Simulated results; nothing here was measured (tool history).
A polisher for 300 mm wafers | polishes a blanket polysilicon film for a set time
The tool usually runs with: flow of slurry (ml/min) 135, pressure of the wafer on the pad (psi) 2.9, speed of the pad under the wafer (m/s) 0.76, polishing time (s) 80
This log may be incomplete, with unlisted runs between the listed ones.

run,hour,flow of slurry (ml/min),pressure of the wafer on the pad (psi),speed of the pad under the wafer (m/s),polishing time (s),wafers since the last listed run,wafers polished on this pad,hours since the slurry nozzle was cleaned,hours since the head pressure was calibrated,"incoming thickness of the incoming film, nm",film removed (angstrom)
1,0,135,2.9,0.76,80,0,374,685.3,791.3,2142.8,5565
2,35.8,135,2.9,0.76,80,493,868,721.1,827.1,2127.2,5361
3,61.5,135,2.9,0.76,80,354,1222,746.8,852.8,2142.9,5294
4,93.9,135,2.9,0.76,80,446,1669,779.2,885.2,2102.9,5242
5,114.3,135,2.9,0.76,80,281,1950,799.6,905.6,2111.6,5281
6,133.3,135,2.9,0.76,80,261,2212,818.6,924.6,2118.5,5285
# hour 137.6: worn pad replaced by a new one
7,160.9,135,2.9,0.76,80,325,320,846.2,952.2,2113.6,5598
8,176.1,135,2.9,0.76,80,209,530,861.4,967.4,2117.7,5470
9,198.6,165,2.9,0.76,61,310,840,883.9,989.9,2105.3,4321
10,220.2,165,2.9,0.76,61,297,1138,905.5,1011.5,2097.4,4282
11,243.6,135,2.9,0.76,80,322,1461,928.9,1034.9,2108,5351
12,256.1,135,2.9,0.76,80,172,1633,941.4,1047.4,2125.2,5379
13,276.2,135,2.9,0.76,80,277,1910,961.5,1067.5,2084.9,5313
# hour 278.4: slurry nozzle cleaned
# hour 283.5: worn pad replaced by a new one
14,296.7,135,2.9,0.92,80,213,182,18.3,1088,2128.8,6743
# hour 356.2: head pressure recalibrated
15,384.1,135,2.9,0.92,80,1177,1360,105.7,27.9,2128.6,6318
16,417.3,135,2.9,0.76,80,457,1817,138.9,61.1,2131.5,5249
17,434.1,135,2.9,0.76,80,231,2049,155.7,77.9,2102.8,5289
18,446.5,135,2.9,0.52,72,170,2220,168.1,90.3,2117.7,3209
# hour 460.5: worn pad replaced by a new one
19,463.5,135,2.9,0.76,80,179,41,185.1,107.3,2119.5,5685
20,479.3,105,2.4,0.6,52,217,259,200.9,123.1,2104.7,2359
21,506.9,135,2.6,0.76,92,380,640,228.5,150.7,2147.9,5700
22,536.1,135,2.9,0.76,80,402,1042,257.7,179.9,2143.3,5533
23,555.5,165,2.9,0.9,92,267,1310,277.1,199.3,2144.3,7451
24,571.6,135,2.9,0.84,101,221,1532,293.2,215.4,2123.5,7419
25,602.4,100,2.9,0.76,100,424,1957,324,246.2,2094.9,6075
26,614.8,135,2.9,0.76,80,170,2128,336.4,258.6,2120.6,5285
# hour 626.6: worn pad replaced by a new one
27,644.9,160,2.9,0.68,80,359,252,366.5,288.7,2089.9,5252
28,658.1,135,2.9,0.76,96,182,434,379.7,301.9,2116.5,6649
29,678.2,135,2.9,0.76,80,277,711,399.8,322,2092.4,5336
30,700.3,135,2,0.54,108,304,1015,421.9,344.1,2136.1,3860
31,731.4,120,3.8,0.86,80,428,1444,453,375.2,2096.3,7096

Run 32 is up next; what results do you expect?
32,757.7,90,3.2,0.76,80,362,1807,479.3,401.5,2096,?

For run 32 the tool returned film removed (angstrom) 5109.
Minus the tool's unlogged condition, the same run would have read film removed (angstrom) 5639.
